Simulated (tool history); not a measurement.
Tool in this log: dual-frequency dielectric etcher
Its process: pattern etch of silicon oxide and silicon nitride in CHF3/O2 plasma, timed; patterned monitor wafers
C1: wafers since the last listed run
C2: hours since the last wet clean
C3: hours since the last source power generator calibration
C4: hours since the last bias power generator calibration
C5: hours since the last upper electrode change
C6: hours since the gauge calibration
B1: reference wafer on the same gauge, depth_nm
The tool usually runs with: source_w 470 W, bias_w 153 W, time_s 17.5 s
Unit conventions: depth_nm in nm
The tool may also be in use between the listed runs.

{"run": 1, "hour": 0.0, "source_w": 470, "bias_w": 153, "time_s": 17.5, "C1": 0, "C2": 313.4, "C3": 3649.2, "C4": 1760.6, "C5": 2695.3, "C6": 998.7, "B1": 23.46, "depth_nm": 22.46}
{"hour": 57.5, "done": "gauge calibrated"}
{"hour": 71.8, "done": "wet clean of the chamber"}
{"run": 2, "hour": 75.9, "source_w": 470, "bias_w": 153, "time_s": 17.5, "C1": 768, "C2": 4.1, "C3": 3725.1, "C4": 1836.5, "C5": 2771.2, "C6": 18.4, "B1": 23.49, "depth_nm": 22.61}
{"run": 3, "hour": 174.9, "source_w": 470, "bias_w": 153, "time_s": 19.5, "C1": 1465, "C2": 103.1, "C3": 3824.1, "C4": 1935.5, "C5": 2870.2, "C6": 117.4, "B1": 23.52, "depth_nm": 25.3}
{"run": 4, "hour": 218.2, "source_w": 470, "bias_w": 153, "time_s": 19.5, "C1": 641, "C2": 146.4, "C3": 3867.4, "C4": 1978.8, "C5": 2913.5, "C6": 160.7, "B1": 23.48, "depth_nm": 25.34}
{"run": 5, "hour": 309.5, "source_w": 560, "bias_w": 153, "time_s": 15.5, "C1": 1351, "C2": 237.7, "C3": 3958.7, "C4": 2070.1, "C5": 3004.8, "C6": 252, "B1": 23.46, "depth_nm": 21.49}
{"run": 6, "hour": 390.4, "source_w": 560, "bias_w": 153, "time_s": 15.5, "C1": 1197, "C2": 318.6, "C3": 4039.6, "C4": 2151, "C5": 3085.7, "C6": 332.9, "B1": 23.52, "depth_nm": 21.21}
{"hour": 469.2, "done": "bias power generator calibrated"}
{"run": 7, "hour": 482.3, "source_w": 560, "bias_w": 153, "time_s": 15.5, "C1": 1301, "C2": 410.5, "C3": 4131.5, "C4": 13.1, "C5": 3177.6, "C6": 424.8, "B1": 23.43, "depth_nm": 20.98}
{"hour": 530.0, "done": "wet clean of the chamber"}
{"run": 8, "hour": 641.4, "source_w": 470, "bias_w": 153, "time_s": 17.5, "C1": 2000, "C2": 111.4, "C3": 4290.6, "C4": 172.2, "C5": 3336.7, "C6": 583.9, "B1": 23.5, "depth_nm": 22.5}
{"run": 9, "hour": 735.6, "source_w": 470, "bias_w": 153, "time_s": 17.5, "C1": 1394, "C2": 205.6, "C3": 4384.8, "C4": 266.4, "C5": 3430.9, "C6": 678.1, "B1": 23.49, "depth_nm": 22.63}
{"run": 10, "hour": 773.6, "source_w": 470, "bias_w": 153, "time_s": 17.5, "C1": 562, "C2": 243.6, "C3": 4422.8, "C4": 304.4, "C5": 3468.9, "C6": 716.1, "B1": 23.46, "depth_nm": 22.71}
{"hour": 821.9, "done": "source power generator calibrated"}
{"run": 11, "hour": 871.8, "source_w": 400, "bias_w": 134, "time_s": 19.5, "C1": 1394, "C2": 341.8, "C3": 49.9, "C4": 402.6, "C5": 3567.1, "C6": 814.3, "B1": 23.51, "depth_nm": 22.43}
{"hour": 990.9, "done": "upper electrode replaced"}
{"run": 12, "hour": 991.4, "source_w": 470, "bias_w": 153, "time_s": 17.5, "C1": 1415, "C2": 461.4, "C3": 169.5, "C4": 522.2, "C5": 0.5, "C6": 933.9, "B1": 23.54, "depth_nm": 22.34}
{"hour": 1021.9, "done": "wet clean of the chamber"}
{"run": 13, "hour": 1043.4, "source_w": 400, "bias_w": 153, "time_s": 22, "C1": 414, "C2": 21.5, "C3": 221.5, "C4": 574.2, "C5": 52.5, "C6": 985.9, "B1": 23.57, "depth_nm": 26.91}
{"run": 14, "hour": 1091.2, "source_w": 500, "bias_w": 153, "time_s": 19, "C1": 707, "C2": 69.3, "C3": 269.3, "C4": 622, "C5": 100.3, "C6": 1033.7, "B1": 23.51, "depth_nm": 25.22}
{"run": 15, "hour": 1139.4, "source_w": 350, "bias_w": 179, "time_s": 21, "C1": 713, "C2": 117.5, "C3": 317.5, "C4": 670.2, "C5": 148.5, "C6": 1081.9, "B1": 23.53, "depth_nm": 26.04}
{"run": 16, "hour": 1180.3, "source_w": 470, "bias_w": 153, "time_s": 17.5, "C1": 605, "C2": 158.4, "C3": 358.4, "C4": 711.1, "C5": 189.4, "C6": 1122.8, "B1": 23.48, "depth_nm": 22.37}
{"hour": 1190.3, "done": "gauge calibrated"}
{"run": 17, "hour": 1254.2, "source_w": 370, "bias_w": 122, "time_s": 17.5, "C1": 1094, "C2": 232.3, "C3": 432.3, "C4": 785, "C5": 263.3, "C6": 63.9, "B1": 23.42, "depth_nm": 18.94}
{"run": 18, "hour": 1353.7, "source_w": 360, "bias_w": 153, "time_s": 17.5, "C1": 1473, "C2": 331.8, "C3": 531.8, "C4": 884.5, "C5": 362.8, "C6": 163.4, "B1": 23.51, "depth_nm": 20.72}
{"run": 19, "hour": 1425.4, "source_w": 580, "bias_w": 167, "time_s": 21.5, "C1": 1061, "C2": 403.5, "C3": 603.5, "C4": 956.2, "C5": 434.5, "C6": 235.1, "B1": 23.49, "depth_nm": 31.22}
{"hour": 1463.6, "done": "wet clean of the chamber"}
{"run": 20, "hour": 1498.0, "source_w": 540, "bias_w": 153, "time_s": 16, "C1": 719, "C2": 34.4, "C3": 676.1, "C4": 1028.8, "C5": 507.1, "C6": 307.7, "B1": 23.52, "depth_nm": 21.6}
{"run": 21, "hour": 1542.6, "source_w": 470, "bias_w": 153, "time_s": 13, "C1": 660, "C2": 79, "C3": 720.7, "C4": 1073.4, "C5": 551.7, "C6": 352.3, "B1": 23.5, "depth_nm": 16.79}

Branching from run 21: 3 alternative next runs. What would each branch give?
{"run": "A", "hour": 1543.0, "source_w": 470, "bias_w": 133, "time_s": 17.5, "C1": 5, "C2": 79.4, "C3": 721.1, "C4": 1073.8, "C5": 552.1, "C6": 352.7, "B1": "?", "depth_nm": "?"}
{"run": "B", "hour": 1543.0, "source_w": 470, "bias_w": 153, "time_s": 12.5, "C1": 5, "C2": 79.4, "C3": 721.1, "C4": 1073.8, "C5": 552.1, "C6": 352.7, "B1": "?", "depth_nm": "?"}
{"run": "C", "hour": 1543.0, "source_w": 440, "bias_w": 127, "time_s": 14, "C1": 5, "C2": 79.4, "C3": 721.1, "C4": 1073.8, "C5": 552.1, "C6": 352.7, "B1": "?", "depth_nm": "?"}

run=A B1=23.47 depth_nm=21.46
run=B B1=23.47 depth_nm=16.21
run=C B1=23.47 depth_nm=16.47
Take away the tool's hidden state, keep each run's random variation, and the runs would have read:
run=A depth_nm=21.46
run=B depth_nm=16.21
run=C depth_nm=16.47
